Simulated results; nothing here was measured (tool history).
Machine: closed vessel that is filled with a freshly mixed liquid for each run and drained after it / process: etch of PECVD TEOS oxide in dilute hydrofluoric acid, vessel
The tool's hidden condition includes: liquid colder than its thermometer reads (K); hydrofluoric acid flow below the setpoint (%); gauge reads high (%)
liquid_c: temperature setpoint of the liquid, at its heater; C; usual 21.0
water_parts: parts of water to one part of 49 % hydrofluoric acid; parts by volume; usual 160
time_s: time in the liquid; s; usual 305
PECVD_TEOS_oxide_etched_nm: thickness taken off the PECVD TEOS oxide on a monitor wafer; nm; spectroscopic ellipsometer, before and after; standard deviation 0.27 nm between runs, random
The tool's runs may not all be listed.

run	hour	liquid_c	water_parts	time_s	wafers since the last listed run	hours since the thermometer was replaced	hours since the hydrofluoric acid flow meter was replaced	hours since the gauge calibration	read-back film thickness of the PECVD TEOS oxide reference wafer, read on the same gauge (nm)	PECVD_TEOS_oxide_etched_nm
1	0.0	21.0	160	390	0	1862.1	654.7	261.5	59.99	41.29
2	14.6	21.0	160	305	1346	1876.7	669.3	276.1	59.96	32.56
3	33.6	21.0	160	305	1752	1895.7	688.3	295.1	60.04	32.38
4	67.8	18.5	160	305	3154	1929.9	722.5	329.3	59.99	29.26
5	101.4	18.5	160	305	3098	1963.5	756.1	362.9	60.03	28.76
6	119.2	18.5	160	305	1641	1981.3	773.9	380.7	60.03	28.82
7	155.0	21.0	215	305	3301	2017.1	809.7	416.5	59.97	22.54
8	210.7	21.0	215	305	5136	2072.8	865.4	472.2	59.98	22.44
# hour 231.5: gauge calibrated
9	236.0	21.0	160	305	2333	2098.1	890.7	4.5	59.99	31.67
10	265.6	21.0	160	305	2729	2127.7	920.3	34.1	60.00	31.73
11	279.3	21.0	160	305	1263	2141.4	934.0	47.8	60.03	31.87
12	296.2	21.0	160	305	1558	2158.3	950.9	64.7	59.96	31.48
# hour 310.1: hydrofluoric acid flow meter replaced
13	315.7	21.0	160	305	1706	2177.8	5.6	84.2	59.96	31.70
14	338.2	21.0	85	305	2075	2200.3	28.1	106.7	59.95	65.80
15	402.6	21.0	105	465	5939	2264.7	92.5	171.1	60.02	79.27
16	415.7	18.5	105	395	1208	2277.8	105.6	184.2	60.04	60.21
17	502.9	21.0	160	305	8042	2365.0	192.8	271.4	60.01	31.25
18	516.1	24.5	95	165	1217	2378.2	206.0	284.6	59.99	35.71
19	550.8	21.0	160	305	3200	2412.9	240.7	319.3	60.01	31.82
20	573.9	21.0	160	305	2130	2436.0	263.8	342.4	59.99	31.50
21	629.8	21.0	160	305	5155	2491.9	319.7	398.3	60.02	31.72
22	653.9	21.0	160	305	2222	2516.0	343.8	422.4	59.98	30.94
23	687.1	21.0	160	205	3061	2549.2	377.0	455.6	60.01	20.96
# hour 702.4: thermometer replaced
24	712.1	19.0	190	180	2213	9.7	402.0	480.6	60.01	15.28
25	740.0	19.5	105	465	2573	37.6	429.9	508.5	59.99	79.32
# hour 746.1: gauge calibrated
26	756.9	21.0	85	205	1558	54.5	446.8	10.8	59.98	47.33
27	770.7	17.0	160	305	1272	68.3	460.6	24.6	59.96	29.63
28	797.6	21.0	160	305	2480	95.2	487.5	51.5	59.97	34.39
29	821.4	21.0	160	305	2194	119.0	511.3	75.3	60.06	34.67
30	845.1	18.5	120	200	2185	142.7	535.0	99.0	59.99	28.73
31	870.1	23.0	240	305	2305	167.7	560.0	124.0	60.00	22.78
32	885.6	17.0	130	400	1429	183.2	575.5	139.5	60.02	48.88
33	910.4	21.0	160	305	2287	208.0	600.3	164.3	60.05	34.44
34	942.3	21.0	160	305	2941	239.9	632.2	196.2	60.03	34.12

Give the tool's hidden conditions for every run:
hydrofluoric acid flow below the setpoint (%): 0 in every run
gauge reads high (%): 0 in every run
H1: liquid colder than its thermometer reads (K)
run	H1
1	1.81
2	1.83
3	1.84
4	1.88
5	1.91
6	1.93
7	1.96
8	2.02
9	2.04
10	2.07
11	2.08
12	2.1
13	2.12
14	2.14
15	2.2
16	2.21
17	2.3
18	2.31
19	2.34
20	2.37
21	2.42
22	2.44
23	2.47
24	0.0668
25	0.0937
26	0.11
27	0.123
28	0.149
29	0.172
30	0.195
31	0.219
32	0.234
33	0.258
34	0.289
